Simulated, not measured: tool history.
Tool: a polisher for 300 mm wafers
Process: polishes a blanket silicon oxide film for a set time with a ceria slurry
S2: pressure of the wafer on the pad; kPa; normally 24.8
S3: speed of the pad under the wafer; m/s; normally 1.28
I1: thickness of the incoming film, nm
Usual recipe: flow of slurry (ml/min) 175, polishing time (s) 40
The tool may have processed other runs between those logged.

Run 1, hour 0.0: usual settings but S3 1.58 m/s; I1 1088.6. Result: film removed (Å) 3669.
At hour 46.1: worn pad replaced by a new one.
Run 2, hour 66.1: usual settings but polishing time (s) 33; I1 1093.2. Result: film removed (Å) 2516.
At hour 72.2: slurry nozzle cleaned.
Run 3, hour 123.6: usual settings but polishing time (s) 33; I1 1080.7. Result: film removed (Å) 2579.
Run 4, hour 161.7: usual settings but polishing time (s) 33; I1 1069.6. Result: film removed (Å) 2552.
Run 5, hour 213.8: usual settings; I1 1070.6. Result: film removed (Å) 3187.
At hour 313.8: head pressure recalibrated.
Run 6, hour 319.3: usual settings; I1 1080.5. Result: film removed (Å) 2977.
At hour 392.2: worn pad replaced by a new one.
Run 7, hour 392.7: usual settings; I1 1088.6. Result: film removed (Å) 3127.
Run 8, hour 463.4: usual settings; I1 1072.0. Result: film removed (Å) 3204.
At hour 544.7: slurry nozzle cleaned.
Run 9, hour 559.3: usual settings but flow of slurry (ml/min) 140; I1 1068.5. Result: film removed (Å) 3164.
Run 10, hour 665.7: usual settings; I1 1058.8. Result: film removed (Å) 3377.
At hour 700.7: head pressure recalibrated.
Run 11, hour 713.9: usual settings but S2 19.3 kPa; I1 1071.1. Result: film removed (Å) 2339.
At hour 720.4: worn pad replaced by a new one.
Run 12, hour 779.8: usual settings but S2 19.3 kPa; I1 1090.3. Result: film removed (Å) 2418.
Run 13, hour 846.5: usual settings but S3 1.04 m/s, polishing time (s) 29; I1 1087.5. Result: film removed (Å) 1837.
Run 14, hour 893.1: usual settings but S3 1.04 m/s, polishing time (s) 29; I1 1072.2. Result: film removed (Å) 1871.
Run 15, hour 934.4: usual settings but S2 29.0 kPa; I1 1084.3. Result: film removed (Å) 3754.
Run 16, hour 995.6: usual settings but S3 1.04 m/s; I1 1075.0. Result: film removed (Å) 2625.
At hour 1030.6: slurry nozzle cleaned.
At hour 1042.8: head pressure recalibrated.
At hour 1093.7: worn pad replaced by a new one.
Run 17, hour 1100.6: usual settings; I1 1096.0. Result: film removed (Å) 2960.
Run 18, hour 1180.3: usual settings but flow of slurry (ml/min) 205, S2 21.4 kPa, S3 1.12 m/s, polishing time (s) 47; I1 1091.7. Result: film removed (Å) 2745.
Run 19, hour 1243.0: usual settings but flow of slurry (ml/min) 125, S2 20.7 kPa, polishing time (s) 35; I1 1085.2. Result: film removed (Å) 2156.
Run 20, hour 1339.2: usual settings but flow of slurry (ml/min) 230, polishing time (s) 31; I1 1080.8. Result: film removed (Å) 2540.
At hour 1374.6: head pressure recalibrated.
Run 21, hour 1423.1: usual settings but flow of slurry (ml/min) 235, S3 1.58 m/s; I1 1080.9. Result: film removed (Å) 3868.
Run 22, hour 1493.9: usual settings but S2 31.0 kPa; I1 1082.2. Result: film removed (Å) 3958.
At hour 1514.1: slurry nozzle cleaned.
At hour 1532.1: worn pad replaced by a new one.
Run 23, hour 1576.0: usual settings but flow of slurry (ml/min) 135, S2 15.9 kPa, S3 0.86 m/s, polishing time (s) 46; I1 1059.8. Result: film removed (Å) 1534.
Run 24, hour 1612.1: usual settings; I1 1085.8. Result: film removed (Å) 3225.
Run 25, hour 1670.6: usual settings but polishing time (s) 35; I1 1093.7. Result: film removed (Å) 2882.
At hour 1720.2: head pressure recalibrated.
Run 26, hour 1731.6: usual settings; I1 1079.7. Result: film removed (Å) 2948.
Run 27, hour 1839.0: usual settings but polishing time (s) 50; I1 1072.0. Result: film removed (Å) 3782.
Run 28, hour 1924.7: usual settings but S2 29.0 kPa, S3 1.68 m/s, polishing time (s) 46; I1 1096.1. Result: film removed (Å) 5645.

Predict each of these 3 candidate next runs independently; none follows another, all start after run 28:
Run A, hour 1925.1: usual settings but flow of slurry (ml/min) 225; I1 1079.2. Result: film removed (Å) ?.
Run B, hour 1925.1: usual settings but flow of slurry (ml/min) 215; I1 1079.2. Result: film removed (Å) ?.
Run C, hour 1925.1: usual settings but S2 33.8 kPa; I1 1079.2. Result: film removed (Å) ?.

run  film removed (Å)
  A              3177
  B              3162
  C              4202
With no hidden state in the tool, these same runs would have given:
run  film removed (Å)
  A              3018
  B              3003
  C              3992

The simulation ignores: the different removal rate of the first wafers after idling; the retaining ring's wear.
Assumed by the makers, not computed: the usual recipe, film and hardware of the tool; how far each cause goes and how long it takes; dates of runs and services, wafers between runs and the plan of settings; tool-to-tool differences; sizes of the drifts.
